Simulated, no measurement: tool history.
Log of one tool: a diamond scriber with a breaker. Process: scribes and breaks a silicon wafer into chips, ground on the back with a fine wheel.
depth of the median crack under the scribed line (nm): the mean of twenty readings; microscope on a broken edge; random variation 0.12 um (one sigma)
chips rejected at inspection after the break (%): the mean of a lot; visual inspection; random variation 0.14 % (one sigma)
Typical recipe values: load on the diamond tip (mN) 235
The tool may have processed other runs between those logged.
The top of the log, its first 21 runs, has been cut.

| run | hour | load on the diamond tip (mN) | wafers since the last listed run | hours since the diamond tip was replaced | hours since the load on the tip was calibrated | incoming depth of the damage left on the back of the incoming wafer, um | depth of the median crack under the scribed line (nm) | chips rejected at inspection after the break (%) |
|---|---|---|---|---|---|---|---|---|
| 22 | 1749.4 | 279 | 160 | 124.6 | 420 | 2.79 | 11520 | 7.25 |
| 23 | 1820.2 | 192 | 107 | 195.4 | 490.8 | 2.55 | 8370 | 5.16 |
|  | 1897.3 | load on the tip recalibrated |
| 24 | 1919.9 | 274 | 147 | 295.1 | 22.6 | 2.88 | 10840 | 5.45 |
| 25 | 1984.5 | 177 | 97 | 359.7 | 87.2 | 2.61 | 7430 | 11.72 |
| 26 | 2087.2 | 235 | 155 | 462.4 | 189.9 | 1.7 | 9760 | 1.75 |
| 27 | 2175.2 | 235 | 133 | 550.4 | 277.9 | 2.43 | 9870 | 2.45 |
|  | 2225 | diamond tip replaced by a new one |
| 28 | 2261.2 | 259 | 127 | 36.2 | 363.9 | 1.75 | 10880 | 4.13 |
| 29 | 2313.1 | 174 | 78 | 88.1 | 415.8 | 1.55 | 7880 | 6.74 |
| 30 | 2366.5 | 235 | 80 | 141.5 | 469.2 | 2.66 | 10420 | 3.22 |
| 31 | 2412.5 | 264 | 69 | 187.5 | 515.2 | 1.74 | 11180 | 5.58 |
| 32 | 2519 | 187 | 161 | 294 | 621.7 | 1.88 | 8380 | 3.75 |
|  | 2526.4 | load on the tip recalibrated |
| 33 | 2624.4 | 235 | 156 | 399.4 | 98 | 2.44 | 9770 | 2.72 |
| 34 | 2717.8 | 175 | 141 | 492.8 | 191.4 | 2.28 | 7390 | 11.02 |
| 35 | 2783.5 | 210 | 99 | 558.5 | 257.1 | 2.03 | 8760 | 2.55 |

4 ways to go on from here, each from the tool as it stands after run 35. What would each give?
| A | 2784.2 | 266 | 1 | 559.2 | 257.8 | 1.57 | ? | ? |
| B | 2784.2 | 272 | 1 | 559.2 | 257.8 | 1.57 | ? | ? |
| C | 2784.2 | 169 | 1 | 559.2 | 257.8 | 1.57 | ? | ? |
| D | 2784.2 | 176 | 1 | 559.2 | 257.8 | 1.57 | ? | ? |

| run | depth of the median crack under the scribed line (nm) | chips rejected at inspection after the break (%) |
|---|---|---|
| A | 10750 | 4.25 |
| B | 10950 | 5.01 |
| C | 7160 | 11.74 |
| D | 7450 | 9.12 |
With the hidden condition removed and each run's random variation left untouched, the same runs would have given:
| run | depth of the median crack under the scribed line (nm) | chips rejected at inspection after the break (%) |
|---|---|---|
| A | 10390 | 3.1 |
| B | 10580 | 3.68 |
| C | 6920 | 14.31 |
| D | 7200 | 11.4 |

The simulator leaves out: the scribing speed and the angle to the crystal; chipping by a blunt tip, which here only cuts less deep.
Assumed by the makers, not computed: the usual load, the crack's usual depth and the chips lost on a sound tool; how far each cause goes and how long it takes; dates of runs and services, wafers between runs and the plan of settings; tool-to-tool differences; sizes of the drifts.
